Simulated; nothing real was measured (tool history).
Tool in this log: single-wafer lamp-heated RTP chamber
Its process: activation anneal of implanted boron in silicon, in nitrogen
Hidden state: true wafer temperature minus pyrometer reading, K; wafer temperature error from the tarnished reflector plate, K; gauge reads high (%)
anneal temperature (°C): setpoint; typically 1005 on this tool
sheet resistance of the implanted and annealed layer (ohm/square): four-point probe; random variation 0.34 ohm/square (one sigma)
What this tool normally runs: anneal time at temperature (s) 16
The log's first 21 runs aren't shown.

run,hour,anneal temperature (°C),anneal time at temperature (s),wafers since the last listed run,wafers since the last pyrometer calibration,wafers since the reflector plate was cleaned,hours since the gauge calibration,"read-back reference wafer on the same gauge, sheet resistance",sheet resistance of the implanted and annealed layer (ohm/square)
22,1103.6,1029,19,554,4121,2396,78.4,157.08,128.08
23,1135.2,1005,16,262,4384,2658,110.0,156.97,130.45
24,1188.9,975,21,446,4830,3105,163.7,156.84,141.82
25,1246.0,1005,16,474,5305,3579,220.8,156.99,130.28
26,1293.9,990,20,398,5703,3977,268.7,157.12,133.66
27,1360.6,1034,8,554,6257,4532,335.4,157.06,128.11
28,1397.5,992,22,306,6564,4838,372.3,157.03,132.34
29,1432.8,986,10,293,6857,5132,407.6,156.99,136.93
# hour 1450.4: pyrometer window cleaned and pyrometer calibrated
30,1483.2,1005,16,352,272,5484,458.0,156.87,130.78
31,1509.9,1019,24,221,494,5706,484.7,156.94,128.25
# hour 1626.0: reflector plate cleaned
32,1648.9,1005,11,1088,1583,190,623.7,156.94,132.02
33,1677.5,1005,24,237,1821,428,652.3,157.13,130.35
34,1739.7,1023,23,516,2338,945,714.5,157.16,127.39
35,1776.5,1005,16,305,2644,1251,751.3,156.87,131.16
36,1817.2,1028,19,338,2982,1589,792.0,156.90,128.24

5 ways to go on from here, each from the tool as it stands after run 36. What would each give?
A,1817.6,1005,16,3,2985,1592,792.4,?,?
B,1817.6,976,25,3,2985,1592,792.4,?,?
C,1817.6,988,16,3,2985,1592,792.4,?,?
D,1817.6,1026,9,3,2985,1592,792.4,?,?
E,1817.6,1021,24,3,2985,1592,792.4,?,?

run,"read-back reference wafer on the same gauge, sheet resistance",sheet resistance of the implanted and annealed layer (ohm/square)
A,156.84,130.99
B,156.84,141.32
C,156.84,136.72
D,156.84,128.85
E,156.84,128.26
Without the tool's hidden state the same runs would have given:
run,sheet resistance of the implanted and annealed layer (ohm/square)
A,131.57
B,143.17
C,138.09
D,129.11
E,128.49
